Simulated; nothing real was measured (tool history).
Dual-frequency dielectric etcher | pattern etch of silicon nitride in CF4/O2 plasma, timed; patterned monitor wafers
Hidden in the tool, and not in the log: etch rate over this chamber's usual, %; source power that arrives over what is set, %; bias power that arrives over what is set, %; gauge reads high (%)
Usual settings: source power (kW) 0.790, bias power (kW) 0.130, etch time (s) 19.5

run	hour	source power (kW)	bias power (kW)	etch time (s)	wafers since the last listed run	hours since the last wet clean	hours since the last source power generator calibration	hours since the last bias power generator calibration	hours since the last upper electrode change	hours since the gauge calibration	read-back reference wafer on the same gauge, depth_nm	mean etch depth across the wafer (Å)
1	0.0	0.790	0.130	19.5	0	587.3	4969.6	2647.4	5083.3	45.0	59.2	536
2	15.4	0.790	0.152	19.5	200	602.7	4985.0	2662.8	5098.7	60.4	59.3	573
3	28.7	0.790	0.109	19.5	173	616.0	4998.3	2676.1	5112.0	73.7	59.3	498
4	41.0	0.790	0.109	19.5	160	628.3	5010.6	2688.4	5124.3	86.0	59.2	499
5	47.5	0.790	0.109	19.5	84	634.8	5017.1	2694.9	5130.8	92.5	59.4	498
6	59.6	0.840	0.130	24.0	157	646.9	5029.2	2707.0	5142.9	104.6	59.3	707
7	77.3	0.840	0.130	24.0	230	664.6	5046.9	2724.7	5160.6	122.3	59.3	710
# hour 105.4: upper electrode replaced
# hour 112.8: wet clean of the chamber
8	113.3	0.790	0.130	19.5	59	0.5	5082.9	2760.7	7.9	158.3	59.4	508
9	113.7	0.790	0.130	19.5	5	0.9	5083.3	2761.1	8.3	158.7	59.3	512
# hour 118.1: source power generator calibrated
10	118.6	0.650	0.148	25.0	11	5.8	0.5	2766.0	13.2	163.6	59.3	565
11	130.4	0.790	0.119	14.0	153	17.6	12.3	2777.8	25.0	175.4	59.3	351
# hour 138.8: bias power generator calibrated
12	147.4	0.790	0.109	19.5	169	34.6	29.3	8.6	42.0	192.4	59.3	474
13	163.8	0.790	0.130	19.5	213	51.0	45.7	25.0	58.4	208.8	59.3	511
14	170.5	0.710	0.130	17.5	87	57.7	52.4	31.7	65.1	215.5	59.4	408
# hour 172.6: gauge calibrated
15	180.7	0.710	0.130	17.5	132	67.9	62.6	41.9	75.3	8.1	59.3	410
16	191.6	0.940	0.130	18.0	142	78.8	73.5	52.8	86.2	19.0	59.3	570
17	208.2	0.790	0.101	23.0	216	95.4	90.1	69.4	102.8	35.6	59.3	546
18	223.3	0.610	0.138	16.5	196	110.5	105.2	84.5	117.9	50.7	59.3	337
19	229.5	0.790	0.119	23.5	80	116.7	111.4	90.7	124.1	56.9	59.3	598

4 ways to go on from here, each from the tool as it stands after run 19. What would each give?
A	229.9	0.790	0.130	19.5	5	117.1	111.8	91.1	124.5	57.3	?	?
B	229.9	0.740	0.130	23.5	5	117.1	111.8	91.1	124.5	57.3	?	?
C	229.9	0.860	0.103	19.5	5	117.1	111.8	91.1	124.5	57.3	?	?
D	229.9	0.790	0.130	25.5	5	117.1	111.8	91.1	124.5	57.3	?	?

run	read-back reference wafer on the same gauge, depth_nm	mean etch depth across the wafer (Å)
A	59.3	518
B	59.3	582
C	59.3	513
D	59.3	678
Without the tool's hidden state the same runs would have given:
run	mean etch depth across the wafer (Å)
A	515
B	579
C	510
D	673

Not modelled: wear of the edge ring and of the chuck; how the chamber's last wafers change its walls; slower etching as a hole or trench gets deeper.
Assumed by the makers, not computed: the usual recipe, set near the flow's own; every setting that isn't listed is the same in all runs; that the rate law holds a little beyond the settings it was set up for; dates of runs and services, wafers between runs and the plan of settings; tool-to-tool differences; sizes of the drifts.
